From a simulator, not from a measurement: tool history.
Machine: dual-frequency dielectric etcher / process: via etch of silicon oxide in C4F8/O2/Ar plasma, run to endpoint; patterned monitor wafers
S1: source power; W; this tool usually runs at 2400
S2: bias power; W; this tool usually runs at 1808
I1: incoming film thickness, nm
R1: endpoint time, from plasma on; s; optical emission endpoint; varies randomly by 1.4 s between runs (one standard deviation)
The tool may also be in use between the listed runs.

| run | hour | S1 | S2 | I1 | R1 |
|---|---|---|---|---|---|
| 1 | 0 | 2400 | 2101 | 854.8 | 147.8 |
|  | 96.9 | bias power generator calibrated |
| 2 | 105.4 | 2400 | 1808 | 858.1 | 156.1 |
| 3 | 152 | 2400 | 1808 | 864.9 | 156.1 |
| 4 | 204.2 | 2400 | 1808 | 855.6 | 156.2 |
| 5 | 278.9 | 2400 | 1808 | 850.2 | 152.4 |
|  | 327.4 | wet clean of the chamber |
| 6 | 339.7 | 2400 | 1808 | 862.2 | 156 |
| 7 | 405.3 | 2400 | 1808 | 857.4 | 155.7 |
| 8 | 511.2 | 2400 | 1808 | 860.6 | 157.1 |
| 9 | 555.7 | 2400 | 1808 | 864.4 | 156 |
| 10 | 621.7 | 2400 | 1808 | 855.9 | 154.8 |
| 11 | 723.4 | 2400 | 1808 | 865.3 | 156.9 |
| 12 | 807.2 | 2400 | 1808 | 855.6 | 155.9 |
|  | 884.8 | wet clean of the chamber |
| 13 | 913.6 | 2400 | 1808 | 860.5 | 155 |
| 14 | 966.8 | 2400 | 1808 | 862.9 | 157.5 |
|  | 1037.9 | upper electrode replaced |
| 15 | 1038.4 | 2400 | 1808 | 862 | 157 |
| 16 | 1070.2 | 2630 | 1808 | 859.4 | 149.2 |
|  | 1095.6 | source power generator calibrated |
| 17 | 1153.5 | 2700 | 1435 | 854.5 | 153.1 |
| 18 | 1259.4 | 1960 | 2094 | 856.8 | 165.4 |
| 19 | 1335.9 | 2810 | 2243 | 859.3 | 138.5 |
|  | 1429.9 | wet clean of the chamber |
| 20 | 1437.1 | 2690 | 1938 | 854.6 | 144.2 |
| 21 | 1480.8 | 1850 | 1512 | 853.8 | 180.7 |
| 22 | 1530.4 | 2120 | 1427 | 859.4 | 175.1 |
| 23 | 1598.1 | 2810 | 2243 | 858.9 | 137.2 |
| 24 | 1657.6 | 2010 | 1808 | 858.3 | 169.3 |
| 25 | 1759.1 | 1940 | 1511 | 852.3 | 177.1 |
| 26 | 1833.9 | 2400 | 1808 | 863.2 | 155.6 |
| 27 | 1884.2 | 2090 | 1510 | 857.8 | 173.3 |
|  | 1897.2 | bias power generator calibrated |
| 28 | 1982.9 | 2400 | 1808 | 850.1 | 153.2 |
|  | 2028.7 | wet clean of the chamber |
| 29 | 2078.4 | 2400 | 1623 | 860.7 | 161.6 |
| 30 | 2171.9 | 2120 | 1808 | 852 | 161.9 |
| 31 | 2245.1 | 2120 | 1485 | 863.2 | 171.1 |
| 32 | 2328.7 | 2400 | 1808 | 861.7 | 154.8 |
| 33 | 2475.8 | 1850 | 2058 | 854.5 | 167.7 |
|  | 2550.4 | wet clean of the chamber |
| 34 | 2562.4 | 2100 | 1602 | 852.1 | 170.4 |
| 35 | 2640.5 | 2780 | 2209 | 862.5 | 137.7 |

Consider 4 possible next runs. They are alternatives, not a sequence: every one starts from the tool as it was left by run 35. What does each give?
| A | 2641 | 2400 | 1808 | 861.5 | ? |
| B | 2641 | 2400 | 1492 | 861.5 | ? |
| C | 2641 | 2620 | 1575 | 861.5 | ? |
| D | 2641 | 2400 | 2001 | 861.5 | ? |

| run | R1 |
|---|---|
| A | 155.7 |
| B | 162.6 |
| C | 154.3 |
| D | 152 |
The same runs, with their run-to-run variation unchanged, on a tool lacking any hidden condition would have given:
| run | R1 |
|---|---|
| A | 155.7 |
| B | 162.6 |
| C | 154.3 |
| D | 152 |
